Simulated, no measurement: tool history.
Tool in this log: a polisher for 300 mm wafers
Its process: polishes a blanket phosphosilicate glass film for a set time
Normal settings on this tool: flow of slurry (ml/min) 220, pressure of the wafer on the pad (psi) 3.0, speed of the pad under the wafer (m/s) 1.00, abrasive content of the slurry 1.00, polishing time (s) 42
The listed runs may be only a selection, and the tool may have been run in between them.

run	hour	flow of slurry (ml/min)	pressure of the wafer on the pad (psi)	speed of the pad under the wafer (m/s)	abrasive content of the slurry	polishing time (s)	wafers since the last listed run	wafers polished on this pad	hours since the slurry nozzle was cleaned	hours since the head pressure was calibrated	hours since the slurry blender was calibrated	hours since the conditioning disc was replaced	incoming thickness of the incoming film, nm	film removed (angstrom)
1	0.0	220	3.0	1.00	1.00	42	0	1742	199.9	265.3	79.4	224.5	3005.9	3211
2	37.7	265	3.0	1.00	1.00	42	559	2301	237.6	303.0	117.1	262.2	2962.6	3307
3	96.1	195	3.0	1.00	1.00	42	866	3168	296.0	361.4	175.5	320.6	2936.4	3119
# hour 170.0: worn pad replaced by a new one
4	188.5	220	3.0	1.00	1.00	42	1311	274	388.4	453.8	267.9	413.0	2982.6	3154
# hour 191.1: conditioning disc replaced and pad reconditioned
# hour 201.9: slurry blender recalibrated
# hour 225.3: slurry nozzle cleaned
5	272.6	220	3.0	1.00	1.00	42	1173	1447	47.3	537.9	70.7	81.5	2919.3	3285
6	380.3	220	3.0	1.00	1.00	42	1597	3045	155.0	645.6	178.4	189.2	2894.0	3216
# hour 436.5: worn pad replaced by a new one
7	447.1	220	3.0	1.00	1.00	42	931	156	221.8	712.4	245.2	256.0	2921.6	3183
# hour 465.2: head pressure recalibrated
8	519.5	220	3.0	1.00	1.00	42	1044	1201	294.2	54.3	317.6	328.4	2910.7	3113
# hour 527.6: slurry blender recalibrated
# hour 556.1: conditioning disc replaced and pad reconditioned
9	618.8	220	3.0	1.00	1.00	42	1413	2614	393.5	153.6	91.2	62.7	2926.6	3204
# hour 647.3: slurry nozzle cleaned
10	704.7	270	3.0	1.00	1.00	42	1259	3874	57.4	239.5	177.1	148.6	2893.8	3441
# hour 716.4: worn pad replaced by a new one
11	781.1	150	3.6	1.00	1.15	42	1073	959	133.8	315.9	253.5	225.0	2927.2	4026
# hour 796.1: slurry blender recalibrated
12	863.6	220	3.0	1.00	0.85	42	1194	2153	216.3	398.4	67.5	307.5	2967.2	2953
13	919.0	220	3.0	1.00	1.00	42	821	2975	271.7	453.8	122.9	362.9	2925.2	3181
14	984.9	220	3.0	0.78	1.00	31	977	3953	337.6	519.7	188.8	428.8	2917.1	2091
# hour 997.5: worn pad replaced by a new one
# hour 1005.2: conditioning disc replaced and pad reconditioned
15	1037.4	220	3.0	1.00	1.10	42	689	562	390.1	572.2	241.3	32.2	2924.2	3351
# hour 1101.2: slurry nozzle cleaned
# hour 1115.1: slurry blender recalibrated
16	1157.7	220	3.0	1.00	1.00	42	1739	2302	56.5	692.5	42.6	152.5	2944.9	3338
17	1244.6	220	3.0	1.00	1.00	42	1289	3591	143.4	779.4	129.5	239.4	2910.7	3288
# hour 1310.5: worn pad replaced by a new one
18	1316.4	240	3.0	1.00	1.00	31	1005	87	215.2	851.2	201.3	311.2	3002.4	2439
# hour 1325.0: head pressure recalibrated
# hour 1393.9: conditioning disc replaced and pad reconditioned
19	1397.8	275	3.0	1.20	1.15	53	1148	1235	296.6	72.8	282.7	3.9	2886.4	4963

A few steps of film removed (angstrom) between consecutive runs. Split each: what settings, incoming material and random variation would produce without the hidden state, and what is left over for the hidden state, along with gauge scatter present in only one of the two compared results (measured, and without hidden state):
The tool's hidden condition here consists of: removal rate lost through wear of the pad, %; slurry flow missing at the pad, %; deviation of the head's pressure from its setpoint, %; abrasive missing from the slurry, %; time polished since the conditioner stopped cutting, s.
Run 9 -> 10: flow of slurry (ml/min) 220 -> 270, slurry nozzle cleaned. film removed (angstrom) +237: hidden state +239, all else -2.
Run 18 -> 19: flow of slurry (ml/min) 240 -> 275, speed of the pad under the wafer (m/s) 1.00 -> 1.20, abrasive content of the slurry 1.00 -> 1.15, polishing time (s) 31 -> 53, head pressure recalibrated, conditioning disc replaced and pad reconditioned. film removed (angstrom) +2524: hidden state -135, all else +2659.

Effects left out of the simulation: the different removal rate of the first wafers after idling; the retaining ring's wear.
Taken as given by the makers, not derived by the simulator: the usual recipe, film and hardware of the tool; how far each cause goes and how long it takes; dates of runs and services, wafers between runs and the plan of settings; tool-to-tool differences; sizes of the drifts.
